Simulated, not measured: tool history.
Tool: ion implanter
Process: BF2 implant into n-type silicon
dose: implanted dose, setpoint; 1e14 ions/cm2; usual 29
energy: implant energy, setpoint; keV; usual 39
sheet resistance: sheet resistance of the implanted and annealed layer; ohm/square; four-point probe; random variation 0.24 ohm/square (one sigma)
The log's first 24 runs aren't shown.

| run | hour | dose | energy | read-back reference wafer on the same gauge, sheet resistance | sheet resistance |
|---|---|---|---|---|---|
| 25 | 2152.1 | 33.37 | 51.5 | 112.96 | 88.76 |
| 26 | 2211.1 | 25.53 | 52 | 113.03 | 89.74 |
| 27 | 2295.2 | 25.95 | 43.5 | 112.97 | 99.17 |
| 28 | 2356.9 | 29 | 39 | 112.96 | 103.47 |
| 29 | 2416.2 | 29 | 39 | 112.96 | 104.15 |
| 30 | 2488.9 | 29 | 30 | 113.05 | 118.1 |
| 31 | 2568.1 | 29 | 33 | 112.92 | 112.55 |
| 32 | 2615.1 | 35.3 | 35.5 | 112.96 | 107.61 |
|  | 2701.3 | Faraday cup replaced and dose calibrated |
| 33 | 2718.9 | 34.51 | 33 | 113 | 111.55 |
| 34 | 2771.7 | 29 | 39 | 112.96 | 104.14 |
| 35 | 2860.9 | 23.42 | 42.5 | 112.94 | 101.05 |
| 36 | 3004.6 | 23.01 | 34.5 | 113.02 | 111.75 |
| 37 | 3222.4 | 37.04 | 52.5 | 112.96 | 86.32 |

Forecast each of these 4 alternatives for the next run:
| A | 3222.8 | 34.89 | 39 | ? | ? |
| B | 3222.8 | 37.11 | 42.5 | ? | ? |
| C | 3222.8 | 34.97 | 26 | ? | ? |
| D | 3222.8 | 29 | 51 | ? | ? |

| run | read-back reference wafer on the same gauge, sheet resistance | sheet resistance |
|---|---|---|
| A | 113.05 | 102.14 |
| B | 113.05 | 97 |
| C | 113.05 | 124.4 |
| D | 113.05 | 89.41 |
Without the tool's hidden state the same runs would have given:
| run | sheet resistance |
|---|---|
| A | 103.51 |
| B | 98.34 |
| C | 125.83 |
| D | 90.72 |
